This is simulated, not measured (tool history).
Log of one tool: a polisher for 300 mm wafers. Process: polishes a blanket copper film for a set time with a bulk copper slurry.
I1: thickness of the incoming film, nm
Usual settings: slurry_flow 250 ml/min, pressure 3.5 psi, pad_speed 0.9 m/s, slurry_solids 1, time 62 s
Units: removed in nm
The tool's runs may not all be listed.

run 1 day=0 | slurry_flow=295 pressure=3.5 pad_speed=0.9 slurry_solids=1 time=62 | I1=4169.1 | removed=561.1
run 2 day=2.729 | slurry_flow=295 pressure=3.5 pad_speed=0.9 slurry_solids=1 time=62 | I1=4310.3 | removed=551.5
run 3 day=3.904 | slurry_flow=295 pressure=3.5 pad_speed=0.9 slurry_solids=1 time=62 | I1=4258.7 | removed=539.6
-- day=4.721 slurry blender recalibrated
run 4 day=5.354 | slurry_flow=250 pressure=3.5 pad_speed=0.9 slurry_solids=0.85 time=62 | I1=4189.7 | removed=516.5
-- day=6.612 worn pad replaced by a new one
run 5 day=7.788 | slurry_flow=250 pressure=3.5 pad_speed=0.9 slurry_solids=0.85 time=62 | I1=4247.5 | removed=549.1
run 6 day=9.946 | slurry_flow=250 pressure=3.5 pad_speed=0.9 slurry_solids=0.85 time=62 | I1=4209.9 | removed=532
run 7 day=11.692 | slurry_flow=250 pressure=3.5 pad_speed=0.9 slurry_solids=1 time=62 | I1=4257.5 | removed=532.7
-- day=14.862 head pressure recalibrated
-- day=15.942 worn pad replaced by a new one
run 8 day=15.962 | slurry_flow=250 pressure=3.5 pad_speed=0.9 slurry_solids=1 time=77 | I1=4212.7 | removed=674.1
run 9 day=17.038 | slurry_flow=195 pressure=3.5 pad_speed=0.9 slurry_solids=1.1 time=62 | I1=4274.4 | removed=534.7
-- day=17.196 slurry blender recalibrated
run 10 day=19.625 | slurry_flow=250 pressure=3.5 pad_speed=0.9 slurry_solids=1 time=62 | I1=4213.8 | removed=535
run 11 day=21.642 | slurry_flow=250 pressure=3.5 pad_speed=0.9 slurry_solids=1 time=62 | I1=4239.5 | removed=532.9
-- day=23.767 slurry nozzle cleaned
run 12 day=23.862 | slurry_flow=250 pressure=3.5 pad_speed=0.9 slurry_solids=1.25 time=62 | I1=4210.5 | removed=539.2
-- day=24.379 worn pad replaced by a new one
run 13 day=24.879 | slurry_flow=175 pressure=3.5 pad_speed=1 slurry_solids=1 time=62 | I1=4240.8 | removed=591.2
run 14 day=26.771 | slurry_flow=250 pressure=3.5 pad_speed=0.74 slurry_solids=1 time=52 | I1=4193.6 | removed=381.3
-- day=28.375 slurry blender recalibrated
run 15 day=29 | slurry_flow=250 pressure=3.5 pad_speed=0.9 slurry_solids=1 time=62 | I1=4184.3 | removed=545.9
run 16 day=30.892 | slurry_flow=250 pressure=3.5 pad_speed=0.9 slurry_solids=1 time=62 | I1=4219.3 | removed=526.5
-- day=31.367 head pressure recalibrated
run 17 day=32.896 | slurry_flow=195 pressure=3.5 pad_speed=0.9 slurry_solids=1.1 time=62 | I1=4292.5 | removed=512
-- day=33.483 worn pad replaced by a new one
run 18 day=35.112 | slurry_flow=330 pressure=4.3 pad_speed=1.06 slurry_solids=1.1 time=62 | I1=4226.7 | removed=768.6
run 19 day=37.329 | slurry_flow=250 pressure=4 pad_speed=1.08 slurry_solids=0.75 time=62 | I1=4214.2 | removed=681.8
run 20 day=38.825 | slurry_flow=275 pressure=3.5 pad_speed=0.9 slurry_solids=1 time=62 | I1=4254.1 | removed=532.4
-- day=41.458 worn pad replaced by a new one
-- day=41.571 slurry blender recalibrated
run 21 day=41.596 | slurry_flow=335 pressure=2.7 pad_speed=0.9 slurry_solids=1 time=62 | I1=4203 | removed=493.6
run 22 day=42.783 | slurry_flow=250 pressure=3.5 pad_speed=0.9 slurry_solids=1 time=62 | I1=4216.2 | removed=547.9
run 23 day=46.321 | slurry_flow=320 pressure=3.5 pad_speed=0.9 slurry_solids=1 time=72 | I1=4222.3 | removed=640.6

3 ways to go on from here, each from the tool as it stands after run 23. What would each give?
run A day=46.338 | slurry_flow=250 pressure=3.5 pad_speed=0.9 slurry_solids=1 time=62 | I1=4182.3 | removed=?
run B day=46.338 | slurry_flow=250 pressure=3.5 pad_speed=1 slurry_solids=1.1 time=62 | I1=4182.3 | removed=?
run C day=46.338 | slurry_flow=250 pressure=3.5 pad_speed=0.9 slurry_solids=1 time=49 | I1=4182.3 | removed=?

run=A removed=539.5
run=B removed=606.1
run=C removed=426.3
Without the tool's hidden state the same runs would have given:
run=A removed=554.6
run=B removed=623.1
run=C removed=438.3

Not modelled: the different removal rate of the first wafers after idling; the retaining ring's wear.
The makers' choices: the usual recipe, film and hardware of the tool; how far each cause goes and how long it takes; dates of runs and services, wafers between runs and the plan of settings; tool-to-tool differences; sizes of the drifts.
